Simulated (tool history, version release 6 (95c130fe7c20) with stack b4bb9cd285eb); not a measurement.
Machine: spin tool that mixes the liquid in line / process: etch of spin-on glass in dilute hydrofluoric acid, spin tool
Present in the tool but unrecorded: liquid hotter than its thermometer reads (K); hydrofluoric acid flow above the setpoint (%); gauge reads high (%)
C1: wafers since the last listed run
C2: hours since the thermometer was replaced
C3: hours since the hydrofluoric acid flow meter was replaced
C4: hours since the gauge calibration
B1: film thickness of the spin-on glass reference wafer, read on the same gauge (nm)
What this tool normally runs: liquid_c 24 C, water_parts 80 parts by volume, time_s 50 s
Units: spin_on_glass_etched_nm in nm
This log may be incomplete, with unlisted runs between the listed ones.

{"run": 1, "day": 0.0, "liquid_c": 24, "water_parts": 80, "time_s": 50, "C1": 0, "C2": 1030.7, "C3": 941.4, "C4": 73.9, "B1": 70.01, "spin_on_glass_etched_nm": 21.9}
{"run": 2, "day": 2.029, "liquid_c": 24, "water_parts": 80, "time_s": 50, "C1": 739, "C2": 1079.4, "C3": 990.1, "C4": 122.6, "B1": 70.01, "spin_on_glass_etched_nm": 21.79}
{"run": 3, "day": 5.367, "liquid_c": 24, "water_parts": 80, "time_s": 50, "C1": 1215, "C2": 1159.5, "C3": 1070.2, "C4": 202.7, "B1": 69.98, "spin_on_glass_etched_nm": 21.9}
{"run": 4, "day": 8.067, "liquid_c": 24, "water_parts": 80, "time_s": 50, "C1": 983, "C2": 1224.3, "C3": 1135, "C4": 267.5, "B1": 69.98, "spin_on_glass_etched_nm": 21.91}
{"run": 5, "day": 15.129, "liquid_c": 24, "water_parts": 80, "time_s": 50, "C1": 2573, "C2": 1393.8, "C3": 1304.5, "C4": 437, "B1": 70.03, "spin_on_glass_etched_nm": 22.11}
{"run": 6, "day": 16.875, "liquid_c": 24, "water_parts": 80, "time_s": 50, "C1": 636, "C2": 1435.7, "C3": 1346.4, "C4": 478.9, "B1": 69.97, "spin_on_glass_etched_nm": 22}
{"day": 18.954, "done": "thermometer replaced"}
{"run": 7, "day": 21.358, "liquid_c": 24, "water_parts": 80, "time_s": 50, "C1": 1618, "C2": 57.7, "C3": 1454, "C4": 586.5, "B1": 69.97, "spin_on_glass_etched_nm": 21.89}
{"run": 8, "day": 23.6, "liquid_c": 24, "water_parts": 80, "time_s": 50, "C1": 816, "C2": 111.5, "C3": 1507.8, "C4": 640.3, "B1": 70.01, "spin_on_glass_etched_nm": 22.07}
{"run": 9, "day": 25.367, "liquid_c": 24, "water_parts": 80, "time_s": 50, "C1": 643, "C2": 153.9, "C3": 1550.2, "C4": 682.7, "B1": 70.01, "spin_on_glass_etched_nm": 22.02}
{"run": 10, "day": 27.012, "liquid_c": 27.5, "water_parts": 80, "time_s": 30, "C1": 599, "C2": 193.4, "C3": 1589.7, "C4": 722.2, "B1": 70.01, "spin_on_glass_etched_nm": 15.4}
{"day": 30.471, "done": "hydrofluoric acid flow meter replaced"}
{"run": 11, "day": 31.262, "liquid_c": 26.5, "water_parts": 80, "time_s": 35, "C1": 1533, "C2": 295.4, "C3": 19, "C4": 824.2, "B1": 70.01, "spin_on_glass_etched_nm": 16.43}
{"day": 32.896, "done": "gauge calibrated"}
{"run": 12, "day": 34.588, "liquid_c": 28.5, "water_parts": 100, "time_s": 50, "C1": 1211, "C2": 375.2, "C3": 98.8, "C4": 40.6, "B1": 69.98, "spin_on_glass_etched_nm": 19.76}
{"run": 13, "day": 36.129, "liquid_c": 24, "water_parts": 110, "time_s": 50, "C1": 561, "C2": 412.2, "C3": 135.8, "C4": 77.6, "B1": 70, "spin_on_glass_etched_nm": 14.84}
{"run": 14, "day": 40.533, "liquid_c": 24, "water_parts": 80, "time_s": 50, "C1": 1604, "C2": 517.9, "C3": 241.5, "C4": 183.3, "B1": 69.99, "spin_on_glass_etched_nm": 21.17}
{"run": 15, "day": 42.221, "liquid_c": 24, "water_parts": 40, "time_s": 65, "C1": 614, "C2": 558.4, "C3": 282, "C4": 223.8, "B1": 70.01, "spin_on_glass_etched_nm": 58.34}
{"run": 16, "day": 45.854, "liquid_c": 22.5, "water_parts": 115, "time_s": 70, "C1": 1323, "C2": 645.6, "C3": 369.2, "C4": 311, "B1": 69.99, "spin_on_glass_etched_nm": 18.8}

Each row is a separate what-if for the run after 16, all from the same tool condition, not one after another. Results?
{"run": "A", "day": 45.871, "liquid_c": 24, "water_parts": 80, "time_s": 50, "C1": 6, "C2": 646, "C3": 369.6, "C4": 311.4, "B1": "?", "spin_on_glass_etched_nm": "?"}
{"run": "B", "day": 45.871, "liquid_c": 24, "water_parts": 65, "time_s": 80, "C1": 6, "C2": 646, "C3": 369.6, "C4": 311.4, "B1": "?", "spin_on_glass_etched_nm": "?"}
{"run": "C", "day": 45.871, "liquid_c": 20, "water_parts": 105, "time_s": 75, "C1": 6, "C2": 646, "C3": 369.6, "C4": 311.4, "B1": "?", "spin_on_glass_etched_nm": "?"}
{"run": "D", "day": 45.871, "liquid_c": 26.5, "water_parts": 110, "time_s": 50, "C1": 6, "C2": 646, "C3": 369.6, "C4": 311.4, "B1": "?", "spin_on_glass_etched_nm": "?"}
{"run": "E", "day": 45.871, "liquid_c": 27, "water_parts": 95, "time_s": 25, "C1": 6, "C2": 646, "C3": 369.6, "C4": 311.4, "B1": "?", "spin_on_glass_etched_nm": "?"}

run=A B1=70.01 spin_on_glass_etched_nm=21.32
run=B B1=70.01 spin_on_glass_etched_nm=42.78
run=C B1=70.01 spin_on_glass_etched_nm=20.11
run=D B1=70.01 spin_on_glass_etched_nm=16.47
run=E B1=70.01 spin_on_glass_etched_nm=9.91
Without the tool's hidden state the same runs would have given:
run=A spin_on_glass_etched_nm=20.95
run=B spin_on_glass_etched_nm=42.05
run=C spin_on_glass_etched_nm=19.76
run=D spin_on_glass_etched_nm=16.18
run=E spin_on_glass_etched_nm=9.74
